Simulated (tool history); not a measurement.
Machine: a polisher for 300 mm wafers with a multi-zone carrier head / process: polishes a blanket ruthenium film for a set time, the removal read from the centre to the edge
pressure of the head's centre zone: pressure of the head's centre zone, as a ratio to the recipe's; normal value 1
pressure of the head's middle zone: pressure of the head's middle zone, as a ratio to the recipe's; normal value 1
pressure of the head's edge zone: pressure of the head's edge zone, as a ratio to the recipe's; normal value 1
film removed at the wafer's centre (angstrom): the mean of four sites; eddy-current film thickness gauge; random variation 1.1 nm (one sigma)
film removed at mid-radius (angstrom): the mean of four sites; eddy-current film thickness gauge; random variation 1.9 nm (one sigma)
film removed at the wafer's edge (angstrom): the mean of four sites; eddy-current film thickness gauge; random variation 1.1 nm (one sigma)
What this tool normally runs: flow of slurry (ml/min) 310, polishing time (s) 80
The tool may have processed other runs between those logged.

run,hour,flow of slurry (ml/min),pressure of the head's centre zone,pressure of the head's middle zone,pressure of the head's edge zone,polishing time (s),wafers since the last listed run,wafers polished on this pad,hours since the slurry nozzle was cleaned,hours since the centre zone pressure was calibrated,hours since the edge zone pressure was calibrated,hours since the carrier head's membrane was replaced,"incoming thickness of the incoming film, nm",film removed at the wafer's centre (angstrom),film removed at mid-radius (angstrom),film removed at the wafer's edge (angstrom)
1,0,310,1,1,1,80,0,466,350.3,45.4,277.7,197.5,570.9,1501,1538,1547
2,33.5,310,1.05,1.08,1,80,273,740,383.8,78.9,311.2,231,572.7,1577,1668,1529
3,63,310,0.95,1,0.9,101,240,981,413.3,108.4,340.7,260.5,562.8,1765,1943,1851
4,76.8,355,0.92,0.93,1,80,112,1093,427.1,122.2,354.5,274.3,565.6,1365,1485,1545
5,97.8,240,1,1,1,80,171,1265,448.1,143.2,375.5,295.3,570.8,1437,1552,1506
# hour 113.5: edge zone pressure recalibrated
6,121.7,400,1,1,1,68,178,1444,472,167.1,8.2,319.2,566.2,1286,1335,1321
7,150.6,310,1,1.05,1.1,64,236,1680,500.9,196,37.1,348.1,571.8,1172,1317,1286
8,170.6,310,1,1.07,1.04,80,163,1843,520.9,216,57.1,368.1,567.6,1432,1631,1555
9,188.9,310,1,1,1,80,149,1993,539.2,234.3,75.4,386.4,564.8,1460,1529,1527
10,213.1,350,1,0.9,1,55,197,2190,563.4,258.5,99.6,410.6,561.1,1004,981,1069
# hour 235.3: worn pad replaced by a new one
11,248.4,310,0.96,1,1,80,255,106,598.7,293.8,134.9,445.9,568.4,1381,1541,1552
12,280.1,310,1,1,1.09,53,258,365,630.4,325.5,166.6,477.6,573.4,942,1025,1071
13,309.5,310,1,1.06,1.05,89,240,605,659.8,354.9,196,507,563.2,1590,1782,1765
14,329.6,310,1.08,1,1,100,164,770,679.9,375,216.1,527.1,572,1913,1905,1944
15,364.2,310,0.95,1,1,80,282,1052,714.5,409.6,250.7,561.7,573,1346,1537,1535
16,378.5,405,1,1.04,0.94,101,116,1169,728.8,423.9,265,576,565.8,1852,2018,1919
17,402.1,310,1,1,1,80,192,1362,752.4,447.5,288.6,599.6,574,1428,1534,1551
18,419.8,310,1,1,0.96,80,144,1506,770.1,465.2,306.3,617.3,569,1416,1534,1507
# hour 422.2: slurry nozzle cleaned
19,451,340,0.93,1,0.95,105,246,1753,28.8,496.4,337.5,648.5,581.9,1745,2040,2008
# hour 469.2: worn pad replaced by a new one
20,469.7,280,1,1,1.1,80,120,3,47.5,515.1,356.2,667.2,564.4,1382,1568,1601
21,479.1,360,1,1,1,80,76,80,56.9,524.5,365.6,676.6,565.3,1420,1564,1551
# hour 490.5: centre zone pressure recalibrated
22,495.8,310,1,0.93,1,54,120,200,73.6,5.3,382.3,693.3,571.1,1021,975,1035

Describe how what the log doesn't record of the tool's condition differs between the last listed run preceding each entry between runs and the first listed run following it.
Between runs 5 and 6: edge zone pressure recalibrated (hour 113.5)
  deviation of the centre zone's pressure from its setpoint, %: -3.9 -> -4.33
  what was measured, less what the result would be without the hidden state, film removed at the wafer's centre (angstrom): -59 -> -59
Between runs 10 and 11: worn pad replaced by a new one (hour 235.3)
  deviation of the centre zone's pressure from its setpoint, %: -5.52 -> -5.84
  what was measured, less what the result would be without the hidden state, film removed at the wafer's centre (angstrom): -59 -> -86
Between runs 18 and 19: slurry nozzle cleaned (hour 422.2)
  deviation of the centre zone's pressure from its setpoint, %: -6.74 -> -6.83
  what was measured, less what the result would be without the hidden state, film removed at the wafer's centre (angstrom): -103 -> -129
Between runs 19 and 20: worn pad replaced by a new one (hour 469.2)
  deviation of the centre zone's pressure from its setpoint, %: -6.83 -> -6.88
  what was measured, less what the result would be without the hidden state, film removed at the wafer's centre (angstrom): -129 -> -103
Between runs 21 and 22: centre zone pressure recalibrated (hour 490.5)
  deviation of the centre zone's pressure from its setpoint, %: -6.9 -> -0.555
  what was measured, less what the result would be without the hidden state, film removed at the wafer's centre (angstrom): -106 -> -6

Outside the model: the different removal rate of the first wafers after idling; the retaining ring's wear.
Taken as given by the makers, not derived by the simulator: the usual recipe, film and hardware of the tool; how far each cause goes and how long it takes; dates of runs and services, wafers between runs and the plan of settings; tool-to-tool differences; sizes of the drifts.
